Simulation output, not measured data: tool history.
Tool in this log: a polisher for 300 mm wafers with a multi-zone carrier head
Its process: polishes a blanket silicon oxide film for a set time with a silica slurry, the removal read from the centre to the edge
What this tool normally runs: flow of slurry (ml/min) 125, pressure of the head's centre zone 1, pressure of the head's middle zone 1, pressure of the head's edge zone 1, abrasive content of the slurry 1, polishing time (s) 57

run   hour  flow of slurry (ml/min)  pressure of the head's centre zone  pressure of the head's middle zone  pressure of the head's edge zone  abrasive content of the slurry  polishing time (s)  incoming thickness of the incoming film, nm  film removed at the wafer's centre (Å)  film removed at mid-radius (Å)  film removed at the wafer's edge (Å)
  1      0                      125                                   1                                   1                                 1                            1.15                  57                                          867                                    3002                            2948                                  3038
      17.8  -- carrier head's membrane replaced by a new one
  2   18.3                      125                                   1                                   1                                 1                               1                  57                                        866.6                                    2793                            2726                                  2813
  3   22.9                      125                                   1                                   1                                 1                               1                  57                                        855.1                                    2743                            2754                                  2711
  4   35.6                      125                                   1                                   1                                 1                               1                  66                                        865.3                                    3151                            3096                                  3108
  5   51.1                      125                                   1                                   1                                 1                               1                  66                                        853.2                                    3102                            3040                                  3055
  6   58.1                      125                                   1                                   1                                 1                               1                  57                                        846.4                                    2662                            2639                                  2713
  7   67.2                       85                                   1                                   1                              1.11                               1                  57                                          865                                    2325                            2294                                  2557
  8   75.5                      100                                0.94                                   1                              0.95                               1                  57                                        856.5                                    2288                            2418                                  2469
      83.2  -- worn pad replaced by a new one
      89.8  -- slurry nozzle cleaned
  9   90.6                      125                                 0.9                                   1                              0.94                               1                  72                                        857.2                                    3144                            3486                                  3451
 10   96.7                      125                                   1                                   1                                 1                               1                  57                                        857.4                                    2747                            2737                                  2777
     106.7  -- centre zone pressure recalibrated
 11    111                      125                                   1                                   1                                 1                               1                  43                                        871.9                                    2029                            2016                                  2043
 12  127.1                      125                                   1                                   1                                 1                               1                  57                                        853.9                                    2636                            2651                                  2703
 13  143.3                      125                                0.91                                1.08                               1.1                               1                  41                                        851.7                                    1748                            2011                                  1958

What does the tool deliver on the next run?
 14  151.6                      125                                1.05                                   1                                 1                             1.3                  65                                        856.7                                       ?                               ?                                     ?

{"run 14": {"film removed at the wafer's centre (Å)": 3553, "film removed at mid-radius (Å)": 3396, "film removed at the wafer's edge (Å)": 3351}}
Were there no unlogged condition in the tool, this run, its random variation unchanged, would have produced film removed at the wafer's centre (Å) 3792, film removed at mid-radius (Å) 3624, film removed at the wafer's edge (Å) 3576.
